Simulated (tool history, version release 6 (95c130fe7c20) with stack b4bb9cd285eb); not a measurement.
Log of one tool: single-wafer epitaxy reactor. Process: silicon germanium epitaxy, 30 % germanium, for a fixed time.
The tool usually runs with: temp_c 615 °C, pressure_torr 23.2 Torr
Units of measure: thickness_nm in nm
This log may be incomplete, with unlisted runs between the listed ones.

run    hour  temp_c  pressure_torr  read-back reference wafer on the same gauge, thickness_nm  thickness_nm
  1     0.0     615           23.2                                                     75.334        81.025
  2    75.8     615           23.2                                                     75.498        79.723
  3   177.4     615           23.2                                                     75.332        81.367
  4   236.9     615           23.2                                                     75.318        80.121
  5   336.3     615           23.2                                                     75.216        80.222
  6   397.6     615           23.2                                                     75.438        80.056
  7   493.4     615           23.2                                                     75.297        80.187
  8   563.5     615           23.2                                                     75.183        79.843
  9   647.5     615           21.3                                                     75.228        76.781
 10   727.8     615           21.3                                                     75.165        77.181
 11   791.4     621           23.2                                                     75.293        88.415
      853.2  -- capacitance manometer re-zeroed and calibrated
      854.4  -- pyrometer calibrated
 12   882.3     621           23.2                                                     75.347        92.295
 13   922.5     621           23.2                                                     75.453        91.523
 14   995.1     615           23.2                                                     75.222        82.917
     1024.2  -- gauge calibrated
 15  1057.6     615           23.2                                                     75.273        81.783
 16  1093.8     615           23.2                                                     75.281        81.533
 17  1143.9     606           18.3                                                     75.221        63.895
 18  1185.2     601           25.8                                                     75.224        65.351
 19  1247.9     615           23.2                                                     75.370        81.670
 20  1326.0     607           21.3                                                     75.366        68.367
 21  1372.5     615           23.2                                                     75.265        80.992
 22  1416.4     630           27.7                                                     75.259       112.445
 23  1492.4     615           23.2                                                     75.232        80.360
 24  1564.3     615           23.2                                                     75.293        80.651
     1587.4  -- showerhead replaced
 25  1739.2     615           23.2                                                     75.286        79.987
 26  1827.5     623           26.6                                                     75.237        96.240
 27  1922.3     611           20.8                                                     75.291        70.899
 28  1970.5     626           18.1                                                     75.346        88.367
 29  2056.4     615           23.2                                                     75.269        79.674
 30  2102.1     602           25.5                                                     75.315        63.704
 31  2175.7     615           21.7                                                     75.222        76.988
 32  2226.8     623           21.5                                                     75.371        88.780

How would selected steps in thickness_nm from run to run divide? Give the signed amount a tool lacking its hidden state would still show from settings, what came in and random variation, and the signed amount left for the hidden state, including any gauge scatter that is not in both of the compared results.
The tool's hidden condition here consists of: wafer temperature above the value expected at the setpoint (K); true pressure above the setpoint (%); gauge reads high (%).
Run 11 -> 12: capacitance manometer re-zeroed and calibrated, pyrometer calibrated. thickness_nm +3.880 nm: hidden state +3.609, all else +0.271.
Run 21 -> 22: temp_c 615 -> 630, pressure_torr 23.2 -> 27.7. thickness_nm +31.453 nm: hidden state -0.774, all else +32.227.
Run 22 -> 23: temp_c 630 -> 615, pressure_torr 27.7 -> 23.2. thickness_nm -32.085 nm: hidden state +0.470, all else -32.555.
Run 25 -> 26: temp_c 615 -> 623, pressure_torr 23.2 -> 26.6. thickness_nm +16.253 nm: hidden state -0.788, all else +17.041.
Run 26 -> 27: temp_c 623 -> 611, pressure_torr 26.6 -> 20.8. thickness_nm -25.341 nm: hidden state +0.634, all else -25.975.
Run 30 -> 31: temp_c 602 -> 615, pressure_torr 25.5 -> 21.7. thickness_nm +13.284 nm: hidden state -0.785, all else +14.069.
